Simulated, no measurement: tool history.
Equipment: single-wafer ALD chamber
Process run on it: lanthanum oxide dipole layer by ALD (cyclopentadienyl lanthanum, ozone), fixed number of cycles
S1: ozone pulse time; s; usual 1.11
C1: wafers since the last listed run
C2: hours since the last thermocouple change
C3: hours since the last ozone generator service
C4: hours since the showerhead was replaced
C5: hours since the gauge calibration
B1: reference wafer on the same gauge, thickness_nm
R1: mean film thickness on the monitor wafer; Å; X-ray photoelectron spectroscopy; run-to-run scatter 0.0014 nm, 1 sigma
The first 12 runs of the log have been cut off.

run   hour    S1   C1     C2      C3      C4     C5     B1    R1
 13  153.6  1.29  143    8.8  2089.5  6695.7   69.6  0.456  5.24
 14  170.1  1.24  285   25.3  2106.0  6712.2   86.1  0.456  5.16
 15  176.2  0.70  105   31.4  2112.1  6718.3   92.2  0.456  4.15
 16  184.4  1.35  141   39.6  2120.3  6726.5  100.4  0.456  5.32
     208.8  -- showerhead replaced
 17  209.3  1.49  292   64.5  2145.2     0.5  125.3  0.456  5.43
 18  220.0  0.86  184   75.2  2155.9    11.2  136.0  0.456  4.55
 19  234.5  1.11  250   89.7  2170.4    25.7  150.5  0.456  4.99
     246.6  -- ozone generator serviced
 20  247.1  0.68   79  102.3     0.5    38.3  163.1  0.456  4.61
 21  253.9  0.91  117  109.1     7.3    45.1  169.9  0.456  5.11
 22  261.0  0.75  122  116.2    14.4    52.2  177.0  0.456  4.79
 23  268.0  0.73  120  123.2    21.4    59.2  184.0  0.456  4.73
 24  282.3  1.49  247  137.5    35.7    73.5  198.3  0.456  5.76
 25  291.1  0.78  152  146.3    44.5    82.3  207.1  0.456  4.85
 26  307.5  0.89  283  162.7    60.9    98.7  223.5  0.456  5.05
 27  323.7  1.53  280  178.9    77.1   114.9  239.7  0.457  5.76
 28  331.2  1.11  129  186.4    84.6   122.4  247.2  0.456  5.38
 29  383.7  0.82  907  238.9   137.1   174.9  299.7  0.456  4.87
 30  392.1  1.32  145  247.3   145.5   183.3  308.1  0.456  5.57
 31  402.4  0.90  178  257.6   155.8   193.6  318.4  0.456  5.02
 32  419.4  0.85  293  274.6   172.8   210.6  335.4  0.456  4.90
 33  428.6  0.95  159  283.8   182.0   219.8  344.6  0.457  5.09
 34  446.4  1.50  307  301.6   199.8   237.6  362.4  0.456  5.71

Here are 4 independent what-if runs from the current tool condition. What would each one return?
  A  446.8  1.34   6  302.0  200.2  238.0  362.8   ?   ?
  B  446.8  1.51   6  302.0  200.2  238.0  362.8   ?   ?
  C  446.8  0.96   6  302.0  200.2  238.0  362.8   ?   ?
  D  446.8  1.36   6  302.0  200.2  238.0  362.8   ?   ?

run     B1    R1
  A  0.456  5.56
  B  0.456  5.70
  C  0.456  5.09
  D  0.456  5.58
What these runs would have given with no unlogged condition in the tool:
run    R1
  A  5.67
  B  5.78
  C  5.23
  D  5.68
